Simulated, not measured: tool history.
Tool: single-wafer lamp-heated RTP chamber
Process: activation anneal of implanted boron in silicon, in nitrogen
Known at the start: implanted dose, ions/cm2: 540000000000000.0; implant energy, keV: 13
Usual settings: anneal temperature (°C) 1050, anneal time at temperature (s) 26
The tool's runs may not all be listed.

run,day,anneal temperature (°C),anneal time at temperature (s),wafers since the last listed run,wafers since the last pyrometer calibration,wafers since the reflector plate was cleaned,hours since the gauge calibration,"read-back reference wafer on the same gauge, sheet resistance",sheet resistance of the implanted and annealed layer (ohm/square)
1,0.000,1050,26,0,4657,1453,590.4,240.49,218.10
# day 2.021: pyrometer window cleaned and pyrometer calibrated
2,2.538,1050,26,909,212,2362,651.3,240.57,217.48
3,5.525,1050,26,1232,1445,3595,723.0,240.64,218.10
4,13.967,1064,26,3482,4927,7078,925.6,241.02,216.85
5,14.979,1064,26,417,5345,7496,949.9,240.94,216.77
# day 15.446: reflector plate cleaned
6,16.996,1050,26,694,6040,639,998.3,241.05,218.19
# day 18.000: pyrometer window cleaned and pyrometer calibrated
7,19.900,1050,26,1060,784,1700,1068.0,241.14,218.10
8,21.979,1050,26,857,1642,2558,1117.9,241.27,218.44
9,23.308,1034,26,548,2190,3106,1149.8,241.24,219.45
10,24.425,1034,26,460,2651,3567,1176.6,241.28,219.71
11,26.946,1034,26,1040,3691,4607,1237.1,241.57,219.63
12,29.338,1050,26,986,4678,5593,1294.5,241.60,218.60
13,31.804,1050,26,1017,5695,6611,1353.7,241.80,218.70
# day 33.162: pyrometer window cleaned and pyrometer calibrated
14,33.183,1050,26,431,7,7043,1386.8,241.86,219.04
# day 33.700: reflector plate cleaned
15,35.788,1050,26,936,944,861,1449.3,241.97,219.49
16,37.338,1050,31,639,1584,1501,1486.5,242.01,218.20
17,38.671,1050,31,550,2134,2051,1518.5,242.16,218.78
18,40.717,1050,21,844,2978,2895,1567.6,242.27,220.14
19,42.292,1067,26,649,3628,3545,1605.4,242.33,218.00
20,45.254,1050,26,1222,4850,4767,1676.5,242.64,219.40
# day 46.488: pyrometer window cleaned and pyrometer calibrated
21,47.367,1050,26,734,362,5501,1727.2,242.72,219.54
22,49.683,1041,16,955,1318,6457,1782.8,242.87,221.88
# day 49.742: gauge calibrated
23,50.742,1032,19,436,1755,6893,24.0,239.89,219.22
# day 51.954: reflector plate cleaned
24,52.821,1072,40,720,2475,357,73.9,239.96,212.53
25,54.717,1066,26,782,3257,1139,119.4,240.03,215.90
26,56.896,1080,38,899,4156,2038,171.7,240.00,212.67
27,58.762,1066,18,770,4926,2808,216.5,240.01,217.06
28,61.650,1059,20,1191,6118,3999,285.8,240.09,217.73
# day 62.433: pyrometer window cleaned and pyrometer calibrated
29,62.683,1050,26,288,103,4288,310.6,240.09,217.28
30,64.725,1039,35,842,946,5130,359.6,240.08,216.73
31,67.504,1068,22,1146,2092,6277,426.3,240.18,216.70
32,69.862,1079,17,973,3065,7250,482.9,240.21,217.00
# day 70.333: reflector plate cleaned
33,72.771,1035,38,1062,4128,1006,552.7,240.34,217.39
34,75.633,1059,20,1181,5309,2187,621.4,240.37,217.92
35,77.267,1066,18,673,5983,2861,660.6,240.36,216.99

4 ways to go on from here, each from the tool as it stands after run 35. What would each give?
A,77.283,1073,26,6,5990,2868,661.0,?,?
B,77.283,1072,33,6,5990,2868,661.0,?,?
C,77.283,1050,35,6,5990,2868,661.0,?,?
D,77.283,1074,26,6,5990,2868,661.0,?,?

run,"read-back reference wafer on the same gauge, sheet resistance",sheet resistance of the implanted and annealed layer (ohm/square)
A,240.32,214.91
B,240.32,213.86
C,240.32,215.77
D,240.32,214.82
Without the tool's hidden state the same runs would have given:
run,sheet resistance of the implanted and annealed layer (ohm/square)
A,214.57
B,213.53
C,215.43
D,214.48
